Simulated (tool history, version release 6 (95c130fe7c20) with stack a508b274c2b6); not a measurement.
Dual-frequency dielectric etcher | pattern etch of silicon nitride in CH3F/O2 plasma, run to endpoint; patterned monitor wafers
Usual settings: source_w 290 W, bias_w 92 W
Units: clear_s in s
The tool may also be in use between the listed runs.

run,day,source_w,bias_w,"incoming incoming film thickness, nm",clear_s
1,0.000,310,92,58.7,59.9
2,1.471,310,92,59.9,60.4
3,4.154,310,92,59.9,60.5
4,5.979,290,92,59.4,61.6
5,7.117,290,92,59.8,61.3
# day 9.142: wet clean of the chamber
6,9.162,290,92,59.8,64.4
7,10.617,290,92,59.1,62.7
8,12.000,290,92,60.1,64.8
9,14.321,290,92,59.1,62.8
# day 21.954: source power generator calibrated
# day 22.838: wet clean of the chamber
10,22.942,290,92,59.4,62.4
11,25.258,290,92,59.3,62.9
12,27.088,290,92,59.4,62.9
13,28.783,290,92,59.7,62.6
14,30.854,310,113,59.4,56.5
15,33.142,290,92,59.2,60.9
# day 33.404: bias power generator calibrated
16,35.496,240,80,59.3,66.6
17,38.042,290,92,59.6,59.9

Run 18 comes next. What will it give?
# day 39.108: wet clean of the chamber
18,39.888,290,92,59.4,?

{"run 18": {"clear_s": 64.1}}
Without the tool's hidden state the same run would have given clear_s 63.8 s.

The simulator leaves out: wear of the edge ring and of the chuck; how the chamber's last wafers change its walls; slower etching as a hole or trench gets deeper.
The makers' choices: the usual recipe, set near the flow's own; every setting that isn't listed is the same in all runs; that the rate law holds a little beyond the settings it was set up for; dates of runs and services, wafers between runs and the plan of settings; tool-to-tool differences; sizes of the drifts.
